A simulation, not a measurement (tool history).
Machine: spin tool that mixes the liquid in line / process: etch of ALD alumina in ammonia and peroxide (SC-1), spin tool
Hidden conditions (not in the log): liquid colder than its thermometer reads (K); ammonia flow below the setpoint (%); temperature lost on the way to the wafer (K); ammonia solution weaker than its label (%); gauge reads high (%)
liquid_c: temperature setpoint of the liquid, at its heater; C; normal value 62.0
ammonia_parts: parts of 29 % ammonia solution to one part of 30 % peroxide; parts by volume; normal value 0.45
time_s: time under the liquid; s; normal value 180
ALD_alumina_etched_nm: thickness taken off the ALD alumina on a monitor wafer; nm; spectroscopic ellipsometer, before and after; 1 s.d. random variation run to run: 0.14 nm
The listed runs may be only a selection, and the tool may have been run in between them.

run,day,liquid_c,ammonia_parts,time_s,wafers since the last listed run,hours since the thermometer was replaced,hours since the ammonia flow meter was replaced,hours since the heated supply line was repaired,hours since the drum of ammonia solution was connected,hours since the gauge calibration,"read-back film thickness of the ALD alumina reference wafer, read on the same gauge (nm)",ALD_alumina_etched_nm
1,0.000,62.0,0.45,180,0,793.1,1668.9,312.7,119.2,728.4,50.00,17.38
2,3.996,70.0,0.45,235,447,889.0,1764.8,408.6,215.1,824.3,50.03,33.39
# day 5.346: thermometer replaced
3,6.996,70.0,0.45,235,331,39.6,1836.8,480.6,287.1,896.3,49.97,33.51
4,10.721,70.0,0.45,235,416,129.0,1926.2,570.0,376.5,985.7,49.97,32.74
5,12.350,62.0,0.45,180,182,168.1,1965.3,609.1,415.6,1024.8,49.99,17.19
6,16.275,54.5,0.45,230,439,262.3,2059.5,703.3,509.8,1119.0,49.99,14.57
7,18.783,54.5,0.45,230,280,322.5,2119.7,763.5,570.0,1179.2,49.99,14.75
8,20.971,62.0,0.45,180,244,375.0,2172.2,816.0,622.5,1231.7,50.02,16.72
# day 25.025: new drum of ammonia solution connected
# day 30.008: gauge calibrated
# day 30.529: ammonia flow meter replaced
9,33.079,62.0,0.45,180,1345,665.6,61.2,1106.6,193.3,73.7,50.00,16.32
10,34.692,65.5,0.45,180,180,704.3,99.9,1145.3,232.0,112.4,49.97,19.19
11,38.296,70.0,0.45,235,403,790.8,186.4,1231.8,318.5,198.9,50.00,32.31
12,41.917,70.0,0.45,235,405,877.7,273.3,1318.7,405.4,285.8,50.01,31.23
# day 42.479: thermometer replaced
13,46.133,62.0,0.55,270,467,87.7,374.5,1419.9,506.6,387.0,50.00,24.30
14,48.483,65.5,0.35,180,263,144.1,430.9,1476.3,563.0,443.4,50.02,18.78
# day 51.200: heated supply line repaired
15,52.546,62.0,0.55,180,450,241.6,528.4,32.3,660.5,540.9,50.01,18.46
16,55.729,62.0,0.45,180,356,318.0,604.8,108.7,736.9,617.3,49.99,17.77
17,60.000,70.0,0.45,85,478,420.5,707.3,211.2,839.4,719.8,50.01,12.34
# day 61.517: new drum of ammonia solution connected
18,63.804,70.0,0.35,180,421,511.8,798.6,302.5,54.9,811.1,50.01,25.66
19,67.858,67.0,0.45,250,453,609.1,895.9,399.8,152.2,908.4,50.00,30.73
20,69.758,56.0,0.60,240,212,654.7,941.5,445.4,197.8,954.0,49.98,17.36

Each row is a separate what-if for the run after 20, all from the same tool condition, not one after another. Results?
A,69.779,62.0,0.45,95,2,655.2,942.0,445.9,198.3,954.5,?,?
B,69.779,62.0,0.45,275,2,655.2,942.0,445.9,198.3,954.5,?,?
C,69.779,58.0,0.45,90,2,655.2,942.0,445.9,198.3,954.5,?,?
D,69.779,55.5,0.45,180,2,655.2,942.0,445.9,198.3,954.5,?,?

run,"read-back film thickness of the ALD alumina reference wafer, read on the same gauge (nm)",ALD_alumina_etched_nm
A,50.00,9.05
B,50.00,26.19
C,50.00,6.97
D,50.00,12.22
Take away the tool's hidden state, keep each run's random variation, and the runs would have read:
run,ALD_alumina_etched_nm
A,9.38
B,27.16
C,7.24
D,12.70
